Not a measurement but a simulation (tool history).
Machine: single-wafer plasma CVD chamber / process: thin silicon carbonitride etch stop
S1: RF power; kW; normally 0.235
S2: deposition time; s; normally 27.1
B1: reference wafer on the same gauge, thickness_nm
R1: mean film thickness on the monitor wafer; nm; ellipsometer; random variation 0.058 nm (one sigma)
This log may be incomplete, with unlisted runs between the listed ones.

Run 1, day 0.000: usual settings; B1 16.212. Result: R1 17.501 nm.
Run 2, day 0.971: usual settings; B1 16.193. Result: R1 17.471 nm.
Run 3, day 1.496: usual settings but S2 23.7 s; B1 16.208. Result: R1 15.259 nm.
Run 4, day 2.083: usual settings; B1 16.206. Result: R1 17.397 nm.
Run 5, day 2.967: usual settings; B1 16.192. Result: R1 17.423 nm.
Run 6, day 3.767: usual settings; B1 16.207. Result: R1 17.418 nm.
Run 7, day 4.854: usual settings; B1 16.198. Result: R1 17.433 nm.
Run 8, day 5.821: usual settings; B1 16.201. Result: R1 17.401 nm.
Run 9, day 6.546: usual settings but S1 0.250 kW; B1 16.201. Result: R1 17.990 nm.
Run 10, day 7.288: usual settings but S1 0.250 kW; B1 16.207. Result: R1 17.965 nm.
Run 11, day 8.696: usual settings but S1 0.250 kW; B1 16.201. Result: R1 17.865 nm.
Run 12, day 10.096: usual settings but S1 0.270 kW, S2 31.3 s; B1 16.217. Result: R1 21.300 nm.
Run 13, day 10.908: usual settings; B1 16.202. Result: R1 17.391 nm.
At day 12.821: showerhead replaced.
Run 14, day 13.742: usual settings; B1 16.207. Result: R1 17.402 nm.
Run 15, day 14.396: usual settings; B1 16.185. Result: R1 17.308 nm.
Run 16, day 15.517: usual settings but S2 30.6 s; B1 16.213. Result: R1 19.704 nm.
Run 17, day 16.408: usual settings but S2 30.6 s; B1 16.204. Result: R1 19.778 nm.
Run 18, day 17.479: usual settings but S2 30.6 s; B1 16.207. Result: R1 19.682 nm.
At day 18.517: thermocouple changed; heater temperature recalibrated.
Run 19, day 18.538: usual settings but S1 0.190 kW; B1 16.197. Result: R1 15.957 nm.
Run 20, day 19.638: usual settings; B1 16.216. Result: R1 17.447 nm.
Run 21, day 23.588: usual settings but S1 0.190 kW, S2 29.7 s; B1 16.182. Result: R1 17.524 nm.
Run 22, day 24.621: usual settings but S1 0.195 kW, S2 32.4 s; B1 16.208. Result: R1 19.187 nm.
At day 25.812: RF generator calibrated.
Run 23, day 25.992: usual settings; B1 16.215. Result: R1 17.929 nm.
At day 26.462: gauge calibrated.
Run 24, day 27.221: usual settings but S1 0.195 kW, S2 24.7 s; B1 16.187. Result: R1 15.250 nm.
Run 25, day 27.738: usual settings; B1 16.207. Result: R1 18.002 nm.
Run 26, day 28.350: usual settings but S1 0.250 kW, S2 32.1 s; B1 16.203. Result: R1 21.788 nm.
Run 27, day 29.725: usual settings; B1 16.195. Result: R1 17.842 nm.
Run 28, day 30.408: usual settings but S1 0.210 kW, S2 24.4 s; B1 16.222. Result: R1 15.429 nm.
Run 29, day 31.575: usual settings but S1 0.255 kW, S2 29.9 s; B1 16.185. Result: R1 20.489 nm.
Run 30, day 33.071: usual settings but S1 0.270 kW; B1 16.224. Result: R1 18.821 nm.
Run 31, day 34.371: usual settings but S1 0.195 kW; B1 16.199. Result: R1 16.536 nm.
Run 32, day 35.096: usual settings but S1 0.220 kW; B1 16.187. Result: R1 17.326 nm.
Run 33, day 36.200: usual settings; B1 16.195. Result: R1 17.781 nm.
Run 34, day 36.850: usual settings; B1 16.230. Result: R1 17.748 nm.
Run 35, day 37.500: usual settings but S2 21.8 s; B1 16.203. Result: R1 14.293 nm.
Run 36, day 38.012: usual settings but S1 0.265 kW; B1 16.192. Result: R1 18.626 nm.

What the log doesn't show, run by run:
wafer temperature above the value expected at the setpoint (K): 0, the same for each run
gauge reads high (%): 0, the same for each run
H1: delivered RF power above the setpoint (%)
run     H1
  1  -8.37
  2   -8.4
  3  -8.42
  4  -8.44
  5  -8.47
  6  -8.49
  7  -8.52
  8  -8.55
  9  -8.57
 10  -8.59
 11  -8.62
 12  -8.66
 13  -8.68
 14  -8.74
 15  -8.75
 16  -8.77
 17  -8.79
 18  -8.81
 19  -8.83
 20  -8.85
 21  -8.91
 22  -8.92
 23  -1.02
 24   -1.4
 25  -1.55
 26  -1.73
 27  -2.11
 28  -2.29
 29  -2.59
 30  -2.96
 31  -3.27
 32  -3.43
 33  -3.67
 34  -3.81
 35  -3.94
 36  -4.04
